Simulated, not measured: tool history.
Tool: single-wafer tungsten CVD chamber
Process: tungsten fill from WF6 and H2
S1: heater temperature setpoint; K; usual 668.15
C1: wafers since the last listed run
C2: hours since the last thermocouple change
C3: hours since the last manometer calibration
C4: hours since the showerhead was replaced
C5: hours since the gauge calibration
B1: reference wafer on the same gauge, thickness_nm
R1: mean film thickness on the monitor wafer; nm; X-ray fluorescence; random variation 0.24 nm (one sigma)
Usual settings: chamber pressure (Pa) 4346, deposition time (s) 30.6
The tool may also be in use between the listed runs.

Run 1, hour 0: usual settings; C1 0; C2 1916.2; C3 2462.1; C4 6028; C5 2017.6; B1 69.371. Result: R1 88.45 nm.
Run 2, hour 48.3: usual settings; C1 956; C2 1964.5; C3 2510.4; C4 6076.3; C5 2065.9; B1 69.419. Result: R1 88.523 nm.
Run 3, hour 74.4: usual settings but S1 671.15 K; C1 517; C2 1990.6; C3 2536.5; C4 6102.4; C5 2092; B1 69.386. Result: R1 93.757 nm.
Run 4, hour 116.3: usual settings; C1 830; C2 2032.5; C3 2578.4; C4 6144.3; C5 2133.9; B1 69.447. Result: R1 88.333 nm.
At hour 170: thermocouple changed; heater temperature recalibrated.
Run 5, hour 179.3: usual settings; C1 1089; C2 9.3; C3 2641.4; C4 6207.3; C5 2196.9; B1 69.346. Result: R1 88.086 nm.
Run 6, hour 238.7: usual settings; C1 1176; C2 68.7; C3 2700.8; C4 6266.7; C5 2256.3; B1 69.39. Result: R1 88.313 nm.
At hour 287.5: capacitance manometer re-zeroed and calibrated.
Run 7, hour 306.6: usual settings; C1 1186; C2 136.6; C3 19.1; C4 6334.6; C5 2324.2; B1 69.393. Result: R1 84.409 nm.
Run 8, hour 359: usual settings but chamber pressure (Pa) 4120; C1 1038; C2 189; C3 71.5; C4 6387; C5 2376.6; B1 69.457. Result: R1 82.222 nm.
At hour 383.2: gauge calibrated.
Run 9, hour 417.4: usual settings but chamber pressure (Pa) 4120; C1 1157; C2 247.4; C3 129.9; C4 6445.4; C5 34.2; B1 69.378. Result: R1 82.315 nm.
Run 10, hour 480.1: usual settings but chamber pressure (Pa) 4120; C1 1242; C2 310.1; C3 192.6; C4 6508.1; C5 96.9; B1 69.415. Result: R1 82.143 nm.
Run 11, hour 540.3: usual settings but S1 676.15 K; C1 1192; C2 370.3; C3 252.8; C4 6568.3; C5 157.1; B1 69.456. Result: R1 99.146 nm.
Run 12, hour 603.9: usual settings but chamber pressure (Pa) 3280, deposition time (s) 35.9; C1 1260; C2 433.9; C3 316.4; C4 6631.9; C5 220.7; B1 69.446. Result: R1 82.173 nm.
Run 13, hour 632.8: usual settings; C1 572; C2 462.8; C3 345.3; C4 6660.8; C5 249.6; B1 69.425. Result: R1 85.082 nm.
Run 14, hour 671.1: usual settings but deposition time (s) 27.6; C1 758; C2 501.1; C3 383.6; C4 6699.1; C5 287.9; B1 69.38. Result: R1 76.905 nm.
Run 15, hour 704.8: usual settings; C1 667; C2 534.8; C3 417.3; C4 6732.8; C5 321.6; B1 69.471. Result: R1 85.347 nm.
Run 16, hour 749.4: usual settings but S1 677.15 K, deposition time (s) 26; C1 883; C2 579.4; C3 461.9; C4 6777.4; C5 366.2; B1 69.411. Result: R1 86.234 nm.
Run 17, hour 819: usual settings but S1 674.15 K, chamber pressure (Pa) 4920, deposition time (s) 35.4; C1 1378; C2 649; C3 531.5; C4 6847; C5 435.8; B1 69.446. Result: R1 120.152 nm.
Run 18, hour 871.2: usual settings but S1 676.15 K; C1 1034; C2 701.2; C3 583.7; C4 6899.2; C5 488; B1 69.394. Result: R1 99.618 nm.
Run 19, hour 934.7: usual settings but deposition time (s) 35.7; C1 1258; C2 764.7; C3 647.2; C4 6962.7; C5 551.5; B1 69.367. Result: R1 99.604 nm.
Run 20, hour 961.3: usual settings but S1 661.15 K, chamber pressure (Pa) 3733, deposition time (s) 33.8; C1 527; C2 791.3; C3 673.8; C4 6989.3; C5 578.1; B1 69.443. Result: R1 74.242 nm.
Run 21, hour 1012.7: usual settings; C1 1018; C2 842.7; C3 725.2; C4 7040.7; C5 629.5; B1 69.448. Result: R1 85.457 nm.
At hour 1040.8: showerhead replaced, of another model than before.
Run 22, hour 1135.7: usual settings but S1 658.15 K, chamber pressure (Pa) 5333, deposition time (s) 27.5; C1 2278; C2 965.7; C3 848.2; C4 94.9; C5 752.5; B1 69.408. Result: R1 68.043 nm.
Run 23, hour 1168.1: usual settings but S1 678.15 K, chamber pressure (Pa) 4773, deposition time (s) 36.5; C1 641; C2 998.1; C3 880.6; C4 127.3; C5 784.9; B1 69.405. Result: R1 129.044 nm.
Run 24, hour 1291.7: usual settings but deposition time (s) 26.2; C1 2448; C2 1121.7; C3 1004.2; C4 250.9; C5 908.5; B1 69.37. Result: R1 73.557 nm.
Run 25, hour 1320.3: usual settings but deposition time (s) 28.8; C1 566; C2 1150.3; C3 1032.8; C4 279.5; C5 937.1; B1 69.358. Result: R1 80.837 nm.
Run 26, hour 1376.4: usual settings but deposition time (s) 34.3; C1 1111; C2 1206.4; C3 1088.9; C4 335.6; C5 993.2; B1 69.348. Result: R1 95.639 nm.

The next listed run, before its measurement:
Run 27, hour 1425.1: usual settings but chamber pressure (Pa) 4986; C1 964; C2 1255.1; C3 1137.6; C4 384.3; C5 1041.9; B1 ?. Result: R1 ?.

Run 27 gave B1 69.328, R1 90.501 nm.
Without the tool's hidden state the same run would have given R1 89.74 nm.
